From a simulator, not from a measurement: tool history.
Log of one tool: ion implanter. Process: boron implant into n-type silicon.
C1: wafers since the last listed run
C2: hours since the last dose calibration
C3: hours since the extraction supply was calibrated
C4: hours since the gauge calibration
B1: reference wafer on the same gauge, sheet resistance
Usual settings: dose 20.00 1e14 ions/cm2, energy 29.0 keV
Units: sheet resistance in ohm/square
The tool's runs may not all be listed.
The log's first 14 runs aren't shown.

{"run": 15, "day": 47.296, "dose": 22.15, "energy": 29.0, "C1": 1637, "C2": 1219.8, "C3": 2107.3, "C4": 1995.1, "B1": 63.0, "sheet resistance": 68.2}
{"day": 55.292, "done": "Faraday cup replaced and dose calibrated"}
{"run": 16, "day": 55.312, "dose": 22.15, "energy": 29.0, "C1": 3105, "C2": 0.5, "C3": 2299.7, "C4": 2187.5, "B1": 63.09, "sheet resistance": 69.41}
{"run": 17, "day": 58.65, "dose": 20.0, "energy": 34.0, "C1": 1349, "C2": 80.6, "C3": 2379.8, "C4": 2267.6, "B1": 62.97, "sheet resistance": 71.71}
{"run": 18, "day": 61.204, "dose": 14.77, "energy": 37.5, "C1": 1032, "C2": 141.9, "C3": 2441.1, "C4": 2328.9, "B1": 62.94, "sheet resistance": 89.01}
{"run": 19, "day": 64.192, "dose": 20.0, "energy": 29.0, "C1": 1207, "C2": 213.6, "C3": 2512.8, "C4": 2400.6, "B1": 62.96, "sheet resistance": 73.57}
{"run": 20, "day": 67.154, "dose": 23.24, "energy": 29.0, "C1": 1197, "C2": 284.7, "C3": 2583.9, "C4": 2471.7, "B1": 63.08, "sheet resistance": 67.12}
{"run": 21, "day": 69.962, "dose": 22.15, "energy": 29.0, "C1": 1135, "C2": 352.1, "C3": 2651.3, "C4": 2539.1, "B1": 62.98, "sheet resistance": 68.82}
{"run": 22, "day": 73.079, "dose": 20.0, "energy": 35.0, "C1": 1259, "C2": 426.9, "C3": 2726.1, "C4": 2613.9, "B1": 62.94, "sheet resistance": 71.73}
{"run": 23, "day": 77.192, "dose": 22.22, "energy": 32.5, "C1": 1662, "C2": 525.6, "C3": 2824.8, "C4": 2712.6, "B1": 62.99, "sheet resistance": 66.78}
{"day": 78.075, "done": "gauge calibrated"}
{"run": 24, "day": 80.242, "dose": 20.0, "energy": 29.0, "C1": 1232, "C2": 598.8, "C3": 2898.0, "C4": 52.0, "B1": 62.95, "sheet resistance": 73.4}
{"run": 25, "day": 83.758, "dose": 22.0, "energy": 29.0, "C1": 1421, "C2": 683.2, "C3": 2982.4, "C4": 136.4, "B1": 63.09, "sheet resistance": 69.14}
{"run": 26, "day": 85.808, "dose": 15.83, "energy": 29.0, "C1": 828, "C2": 732.4, "C3": 3031.6, "C4": 185.6, "B1": 63.03, "sheet resistance": 85.51}
{"day": 89.246, "done": "extraction supply calibrated"}
{"run": 27, "day": 89.871, "dose": 22.73, "energy": 29.0, "C1": 1507, "C2": 829.9, "C3": 15.0, "C4": 283.1, "B1": 62.98, "sheet resistance": 67.55}
{"run": 28, "day": 102.454, "dose": 20.0, "energy": 29.0, "C1": 5086, "C2": 1131.9, "C3": 317.0, "C4": 585.1, "B1": 63.06, "sheet resistance": 72.45}
{"run": 29, "day": 106.188, "dose": 14.84, "energy": 21.5, "C1": 1509, "C2": 1221.5, "C3": 406.6, "C4": 674.7, "B1": 62.94, "sheet resistance": 91.99}
{"run": 30, "day": 107.817, "dose": 21.79, "energy": 20.0, "C1": 658, "C2": 1260.6, "C3": 445.7, "C4": 713.8, "B1": 62.93, "sheet resistance": 76.63}
{"day": 108.6, "done": "Faraday cup replaced and dose calibrated"}
{"run": 31, "day": 111.117, "dose": 25.48, "energy": 19.5, "C1": 1199, "C2": 60.4, "C3": 524.9, "C4": 793.0, "B1": 63.07, "sheet resistance": 73.42}
{"run": 32, "day": 113.667, "dose": 23.97, "energy": 25.5, "C1": 1030, "C2": 121.6, "C3": 586.1, "C4": 854.2, "B1": 62.98, "sheet resistance": 69.43}
{"run": 33, "day": 115.8, "dose": 15.96, "energy": 34.0, "C1": 862, "C2": 172.8, "C3": 637.3, "C4": 905.4, "B1": 62.95, "sheet resistance": 85.08}
{"run": 34, "day": 118.638, "dose": 16.48, "energy": 35.0, "C1": 1146, "C2": 240.9, "C3": 705.4, "C4": 973.5, "B1": 62.95, "sheet resistance": 83.36}

Run 35 comes next. What will it give?
{"run": 35, "day": 121.479, "dose": 18.35, "energy": 24.5, "C1": 1148, "C2": 309.1, "C3": 773.6, "C4": 1041.7, "B1": "?", "sheet resistance": "?"}

B1: 63.00
sheet resistance: 80.21 ohm/square
Without the tool's hidden state the same run would have given sheet resistance 80.83 ohm/square.

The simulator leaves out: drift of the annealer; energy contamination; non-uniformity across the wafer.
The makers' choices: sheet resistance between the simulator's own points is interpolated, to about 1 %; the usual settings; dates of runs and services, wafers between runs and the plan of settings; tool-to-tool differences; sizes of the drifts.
